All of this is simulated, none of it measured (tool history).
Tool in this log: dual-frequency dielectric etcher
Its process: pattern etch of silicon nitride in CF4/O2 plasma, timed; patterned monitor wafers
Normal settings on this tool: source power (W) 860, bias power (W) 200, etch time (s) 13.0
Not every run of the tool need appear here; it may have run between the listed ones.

run	hour	source power (W)	bias power (W)	etch time (s)	wafers since the last listed run	hours since the last wet clean	hours since the last source power generator calibration	hours since the last bias power generator calibration	hours since the last upper electrode change	hours since the gauge calibration	read-back reference wafer on the same gauge, depth_nm	mean etch depth across the wafer (nm)
1	0.0	860	200	13.0	0	224.7	1659.9	4166.1	4653.8	92.1	49.31	44.39
2	25.5	860	200	13.0	304	250.2	1685.4	4191.6	4679.3	117.6	49.30	44.35
3	40.6	860	200	13.0	180	265.3	1700.5	4206.7	4694.4	132.7	49.31	44.59
4	80.8	860	200	13.0	480	305.5	1740.7	4246.9	4734.6	172.9	49.33	44.52
5	100.3	860	200	13.0	232	325.0	1760.2	4266.4	4754.1	192.4	49.32	44.69
# hour 175.8: upper electrode replaced
6	195.1	1030	219	13.0	845	419.8	1855.0	4361.2	19.3	287.2	49.26	56.18
7	208.2	1030	219	13.0	156	432.9	1868.1	4374.3	32.4	300.3	49.33	56.41
8	231.3	860	200	13.0	275	456.0	1891.2	4397.4	55.5	323.4	49.27	44.96
# hour 235.7: bias power generator calibrated
# hour 237.0: gauge calibrated
9	256.9	860	200	13.0	258	481.6	1916.8	21.2	81.1	19.9	49.32	45.40
10	270.5	860	200	13.0	162	495.2	1930.4	34.8	94.7	33.5	49.33	45.28
11	294.9	1050	200	13.0	291	519.6	1954.8	59.2	119.1	57.9	49.31	55.69
# hour 330.0: wet clean of the chamber
12	330.5	860	200	13.0	138	0.5	1990.4	94.8	154.7	93.5	49.29	43.26

For run 13, what comes out?
13	341.7	740	200	16.5	133	11.7	2001.6	106.0	165.9	104.7	?	?

{"run 13": {"read-back reference wafer on the same gauge, depth_nm": 49.29, "mean etch depth across the wafer (nm)": 47.63}}
Without the tool's hidden state the same run would have given mean etch depth across the wafer (nm) 47.56.

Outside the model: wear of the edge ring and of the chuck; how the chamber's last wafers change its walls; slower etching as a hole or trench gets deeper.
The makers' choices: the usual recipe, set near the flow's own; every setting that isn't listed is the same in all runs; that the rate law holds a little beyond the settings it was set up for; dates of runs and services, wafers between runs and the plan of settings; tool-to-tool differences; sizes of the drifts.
